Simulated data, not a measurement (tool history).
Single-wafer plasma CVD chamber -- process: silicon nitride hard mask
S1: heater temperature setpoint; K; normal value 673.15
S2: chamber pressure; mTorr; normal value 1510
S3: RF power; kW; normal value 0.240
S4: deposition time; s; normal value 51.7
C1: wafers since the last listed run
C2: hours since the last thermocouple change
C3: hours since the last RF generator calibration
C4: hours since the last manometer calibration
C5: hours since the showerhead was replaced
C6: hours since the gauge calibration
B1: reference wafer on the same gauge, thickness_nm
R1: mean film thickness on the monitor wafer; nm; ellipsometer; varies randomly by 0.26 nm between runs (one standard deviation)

run,hour,S1,S2,S3,S4,C1,C2,C3,C4,C5,C6,B1,R1
1,0.0,673.15,1510,0.240,58.6,0,2312.1,626.1,69.7,4946.4,1102.5,42.541,56.675
2,48.4,673.15,1510,0.240,51.7,1230,2360.5,674.5,118.1,4994.8,1150.9,42.445,49.919
3,74.7,673.15,1240,0.240,51.7,668,2386.8,700.8,144.4,5021.1,1177.2,42.516,45.153
4,143.9,673.15,1240,0.240,51.7,1758,2456.0,770.0,213.6,5090.3,1246.4,42.520,44.895
5,201.8,673.15,1510,0.260,51.7,1471,2513.9,827.9,271.5,5148.2,1304.3,42.433,53.386
# hour 238.1: RF generator calibrated
6,238.6,673.15,1510,0.240,51.7,732,2550.7,0.5,308.3,5185.0,1341.1,42.552,51.959
7,275.3,673.15,1510,0.270,57.5,932,2587.4,37.2,345.0,5221.7,1377.8,42.474,62.482
8,457.6,673.15,1510,0.270,45.3,4633,2769.7,219.5,527.3,5404.0,1560.1,42.545,48.723
# hour 498.3: thermocouple changed; heater temperature recalibrated
9,498.8,673.15,1510,0.275,51.7,843,0.5,260.7,568.5,5445.2,1601.3,42.521,56.400
10,548.9,673.15,1510,0.240,51.7,1273,50.6,310.8,618.6,5495.3,1651.4,42.454,49.919
11,574.5,673.15,1510,0.240,51.7,650,76.2,336.4,644.2,5520.9,1677.0,42.459,49.910
12,610.2,673.15,1160,0.240,51.7,907,111.9,372.1,679.9,5556.6,1712.7,42.503,43.034
# hour 624.4: gauge calibrated
# hour 627.1: showerhead replaced
13,667.3,673.15,1880,0.240,51.7,1247,169.0,429.2,737.0,40.2,42.9,42.445,55.013
14,696.3,685.15,1290,0.240,55.0,737,198.0,458.2,766.0,69.2,71.9,42.385,48.680
15,826.7,673.15,1510,0.240,51.7,3314,328.4,588.6,896.4,199.6,202.3,42.539,49.681
16,853.5,669.15,1170,0.240,44.1,681,355.2,615.4,923.2,226.4,229.1,42.494,36.855
17,909.8,681.15,1820,0.275,61.5,1430,411.5,671.7,979.5,282.7,285.4,42.515,71.949
18,973.3,688.15,1510,0.265,61.1,1613,475.0,735.2,1043.0,346.2,348.9,42.458,63.545
19,1007.5,661.15,1660,0.215,51.7,869,509.2,769.4,1077.2,380.4,383.1,42.573,47.079
# hour 1026.3: RF generator calibrated
20,1064.5,673.15,1510,0.240,47.4,1245,566.2,38.2,1134.2,437.4,440.1,42.477,46.750
21,1132.6,673.15,1510,0.255,48.3,1730,634.3,106.3,1202.3,505.5,508.2,42.479,49.345
22,1185.8,665.15,1790,0.240,51.7,1352,687.5,159.5,1255.5,558.7,561.4,42.505,54.397
23,1230.7,663.15,1510,0.240,51.7,1141,732.4,204.4,1300.4,603.6,606.3,42.543,50.284
24,1288.0,673.15,1510,0.240,51.7,1456,789.7,261.7,1357.7,660.9,663.6,42.470,49.822
25,1322.5,673.15,1710,0.275,51.7,876,824.2,296.2,1392.2,695.4,698.1,42.436,58.693
26,1393.6,673.15,1510,0.190,51.7,1807,895.3,367.3,1463.3,766.5,769.2,42.482,39.738
27,1446.6,661.15,1140,0.280,60.2,1347,948.3,420.3,1516.3,819.5,822.2,42.521,55.742

Alternative continuations, all from the tool just after run 27; predict every row:
A,1447.0,673.15,1510,0.240,51.7,10,948.7,420.7,1516.7,819.9,822.6,?,?
B,1447.0,673.15,1510,0.240,61.8,10,948.7,420.7,1516.7,819.9,822.6,?,?
C,1447.0,673.15,1850,0.285,51.7,10,948.7,420.7,1516.7,819.9,822.6,?,?
D,1447.0,661.15,1210,0.240,59.6,10,948.7,420.7,1516.7,819.9,822.6,?,?
E,1447.0,673.15,1510,0.240,44.6,10,948.7,420.7,1516.7,819.9,822.6,?,?

run,B1,R1
A,42.503,49.221
B,42.503,58.818
C,42.503,61.936
D,42.503,50.512
E,42.503,42.474
What these runs would have given with no unlogged condition in the tool:
run,R1
A,51.484
B,61.523
C,64.577
D,52.952
E,44.427
